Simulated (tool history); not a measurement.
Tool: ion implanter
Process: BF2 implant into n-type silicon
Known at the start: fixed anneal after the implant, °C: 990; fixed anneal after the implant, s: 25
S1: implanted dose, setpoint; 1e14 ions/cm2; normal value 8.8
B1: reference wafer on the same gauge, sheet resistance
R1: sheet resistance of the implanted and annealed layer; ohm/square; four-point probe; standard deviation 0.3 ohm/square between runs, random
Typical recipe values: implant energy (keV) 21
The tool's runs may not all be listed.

{"run": 1, "hour": 0.0, "S1": 8.8, "implant energy (keV)": 25.5, "B1": 210.8, "R1": 180.75}
{"run": 2, "hour": 8.6, "S1": 8.8, "implant energy (keV)": 21, "B1": 210.81, "R1": 195.8}
{"run": 3, "hour": 56.4, "S1": 8.8, "implant energy (keV)": 21, "B1": 210.82, "R1": 194.83}
{"run": 4, "hour": 73.6, "S1": 8.8, "implant energy (keV)": 21, "B1": 210.78, "R1": 195.18}
{"run": 5, "hour": 79.8, "S1": 7.52, "implant energy (keV)": 17.5, "B1": 210.75, "R1": 220.8}
{"run": 6, "hour": 94.2, "S1": 7.52, "implant energy (keV)": 17.5, "B1": 210.64, "R1": 220.72}
{"run": 7, "hour": 103.0, "S1": 7.52, "implant energy (keV)": 17.5, "B1": 210.72, "R1": 220.28}
{"run": 8, "hour": 109.4, "S1": 8.8, "implant energy (keV)": 21, "B1": 210.83, "R1": 194.62}
{"run": 9, "hour": 115.7, "S1": 8.8, "implant energy (keV)": 21, "B1": 210.66, "R1": 194.68}
{"run": 10, "hour": 122.3, "S1": 8.8, "implant energy (keV)": 21, "B1": 210.71, "R1": 195.31}
{"run": 11, "hour": 136.8, "S1": 7.68, "implant energy (keV)": 24.5, "B1": 210.61, "R1": 193.04}
{"run": 12, "hour": 165.3, "S1": 7.68, "implant energy (keV)": 24.5, "B1": 210.66, "R1": 192.94}
{"run": 13, "hour": 176.7, "S1": 8.8, "implant energy (keV)": 16, "B1": 210.59, "R1": 217.43}
{"hour": 181.0, "done": "gauge calibrated"}
{"run": 14, "hour": 186.3, "S1": 8.8, "implant energy (keV)": 16, "B1": 212.84, "R1": 219.78}
{"run": 15, "hour": 198.6, "S1": 8.8, "implant energy (keV)": 21, "B1": 212.79, "R1": 197.22}
{"run": 16, "hour": 209.8, "S1": 8.8, "implant energy (keV)": 18, "B1": 212.64, "R1": 209.66}
{"run": 17, "hour": 222.5, "S1": 8.8, "implant energy (keV)": 18, "B1": 212.76, "R1": 209.26}
{"run": 18, "hour": 231.9, "S1": 7.76, "implant energy (keV)": 21, "B1": 212.51, "R1": 204.93}
{"run": 19, "hour": 240.4, "S1": 8.8, "implant energy (keV)": 21, "B1": 212.32, "R1": 196.95}
{"run": 20, "hour": 248.6, "S1": 8.12, "implant energy (keV)": 26.5, "B1": 212.07, "R1": 184.51}
{"run": 21, "hour": 261.2, "S1": 6.94, "implant energy (keV)": 15, "B1": 212.05, "R1": 241.36}
{"run": 22, "hour": 274.6, "S1": 8.8, "implant energy (keV)": 21, "B1": 212.03, "R1": 196.34}
{"run": 23, "hour": 287.3, "S1": 8.8, "implant energy (keV)": 21, "B1": 212.07, "R1": 196.41}
{"run": 24, "hour": 294.4, "S1": 8.8, "implant energy (keV)": 21, "B1": 211.89, "R1": 196.3}

Predict the results of run 25:
{"run": 25, "hour": 312.1, "S1": 10.02, "implant energy (keV)": 14.5, "B1": "?", "R1": "?"}

{"run 25": {"B1": 211.79, "R1": 219.79}}
On a tool with no hidden condition, and with the same random variation, this run would have come out at R1 221.04 ohm/square.

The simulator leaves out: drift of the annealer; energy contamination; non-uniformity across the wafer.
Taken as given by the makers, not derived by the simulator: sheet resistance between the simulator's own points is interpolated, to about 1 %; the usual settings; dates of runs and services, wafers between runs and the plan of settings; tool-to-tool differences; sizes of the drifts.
